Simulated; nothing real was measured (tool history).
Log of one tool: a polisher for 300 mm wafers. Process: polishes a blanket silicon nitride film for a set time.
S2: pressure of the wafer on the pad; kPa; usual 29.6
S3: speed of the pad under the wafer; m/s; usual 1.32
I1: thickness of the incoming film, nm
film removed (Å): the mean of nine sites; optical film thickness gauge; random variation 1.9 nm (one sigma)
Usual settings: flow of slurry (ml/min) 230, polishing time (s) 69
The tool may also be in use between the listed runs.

{"run": 1, "hour": 0.0, "flow of slurry (ml/min)": 230, "S2": 29.6, "S3": 1.32, "polishing time (s)": 69, "I1": 869.9, "film removed (Å)": 1779}
{"hour": 9.8, "done": "slurry nozzle cleaned"}
{"run": 2, "hour": 11.6, "flow of slurry (ml/min)": 230, "S2": 29.6, "S3": 1.32, "polishing time (s)": 69, "I1": 857.9, "film removed (Å)": 1847}
{"run": 3, "hour": 23.0, "flow of slurry (ml/min)": 230, "S2": 29.6, "S3": 1.32, "polishing time (s)": 69, "I1": 861.7, "film removed (Å)": 1781}
{"hour": 33.7, "done": "worn pad replaced by a new one"}
{"run": 4, "hour": 36.9, "flow of slurry (ml/min)": 230, "S2": 29.6, "S3": 1.32, "polishing time (s)": 69, "I1": 856.1, "film removed (Å)": 1940}
{"run": 5, "hour": 50.4, "flow of slurry (ml/min)": 230, "S2": 29.6, "S3": 1.32, "polishing time (s)": 59, "I1": 869.5, "film removed (Å)": 1678}
{"run": 6, "hour": 63.1, "flow of slurry (ml/min)": 230, "S2": 29.6, "S3": 1.32, "polishing time (s)": 59, "I1": 865.4, "film removed (Å)": 1608}
{"run": 7, "hour": 75.1, "flow of slurry (ml/min)": 230, "S2": 35.9, "S3": 1.32, "polishing time (s)": 81, "I1": 874.8, "film removed (Å)": 2501}
{"hour": 90.6, "done": "worn pad replaced by a new one"}
{"run": 8, "hour": 91.1, "flow of slurry (ml/min)": 230, "S2": 29.6, "S3": 1.32, "polishing time (s)": 69, "I1": 874.4, "film removed (Å)": 1938}
{"hour": 115.6, "done": "head pressure recalibrated"}
{"run": 9, "hour": 123.7, "flow of slurry (ml/min)": 230, "S2": 29.6, "S3": 1.32, "polishing time (s)": 69, "I1": 870.2, "film removed (Å)": 1867}
{"run": 10, "hour": 140.5, "flow of slurry (ml/min)": 200, "S2": 29.6, "S3": 1.14, "polishing time (s)": 69, "I1": 879.4, "film removed (Å)": 1573}
{"hour": 147.4, "done": "worn pad replaced by a new one"}
{"run": 11, "hour": 185.7, "flow of slurry (ml/min)": 230, "S2": 29.6, "S3": 1.32, "polishing time (s)": 69, "I1": 878.9, "film removed (Å)": 1796}
{"run": 12, "hour": 192.1, "flow of slurry (ml/min)": 300, "S2": 22.8, "S3": 1.16, "polishing time (s)": 50, "I1": 867.2, "film removed (Å)": 999}
{"run": 13, "hour": 205.1, "flow of slurry (ml/min)": 230, "S2": 39.3, "S3": 1.32, "polishing time (s)": 49, "I1": 874.8, "film removed (Å)": 1472}
{"hour": 211.4, "done": "slurry nozzle cleaned"}
{"hour": 218.1, "done": "worn pad replaced by a new one"}
{"run": 14, "hour": 218.6, "flow of slurry (ml/min)": 230, "S2": 34.5, "S3": 1, "polishing time (s)": 69, "I1": 872.4, "film removed (Å)": 1716}
{"run": 15, "hour": 233.4, "flow of slurry (ml/min)": 230, "S2": 29.6, "S3": 1.32, "polishing time (s)": 59, "I1": 866, "film removed (Å)": 1630}
{"run": 16, "hour": 249.5, "flow of slurry (ml/min)": 250, "S2": 29.6, "S3": 1.1, "polishing time (s)": 69, "I1": 884.2, "film removed (Å)": 1679}
{"run": 17, "hour": 258.3, "flow of slurry (ml/min)": 230, "S2": 20, "S3": 1.16, "polishing time (s)": 80, "I1": 865.7, "film removed (Å)": 1522}
{"run": 18, "hour": 267.2, "flow of slurry (ml/min)": 280, "S2": 23.4, "S3": 1.74, "polishing time (s)": 69, "I1": 864.3, "film removed (Å)": 2007}
{"run": 19, "hour": 275.4, "flow of slurry (ml/min)": 230, "S2": 39.3, "S3": 1.2, "polishing time (s)": 91, "I1": 888.2, "film removed (Å)": 2629}

5 ways to go on from here, each from the tool as it stands after run 19. What would each give?
{"run": "A", "hour": 275.9, "flow of slurry (ml/min)": 230, "S2": 29.6, "S3": 0.94, "polishing time (s)": 69, "I1": 856.9, "film removed (Å)": "?"}
{"run": "B", "hour": 275.9, "flow of slurry (ml/min)": 230, "S2": 21.4, "S3": 1.64, "polishing time (s)": 69, "I1": 856.9, "film removed (Å)": "?"}
{"run": "C", "hour": 275.9, "flow of slurry (ml/min)": 200, "S2": 37.9, "S3": 1.32, "polishing time (s)": 69, "I1": 856.9, "film removed (Å)": "?"}
{"run": "D", "hour": 275.9, "flow of slurry (ml/min)": 290, "S2": 29.6, "S3": 1.32, "polishing time (s)": 52, "I1": 856.9, "film removed (Å)": "?"}
{"run": "E", "hour": 275.9, "flow of slurry (ml/min)": 230, "S2": 29.6, "S3": 1.32, "polishing time (s)": 52, "I1": 856.9, "film removed (Å)": "?"}

run=A film_removed_(Å)=1362
run=B film_removed_(Å)=1718
run=C film_removed_(Å)=2098
run=D film_removed_(Å)=1376
run=E film_removed_(Å)=1346
Without the tool's hidden state the same runs would have given:
run=A film_removed_(Å)=1508
run=B film_removed_(Å)=1903
run=C film_removed_(Å)=2325
run=D film_removed_(Å)=1523
run=E film_removed_(Å)=1491
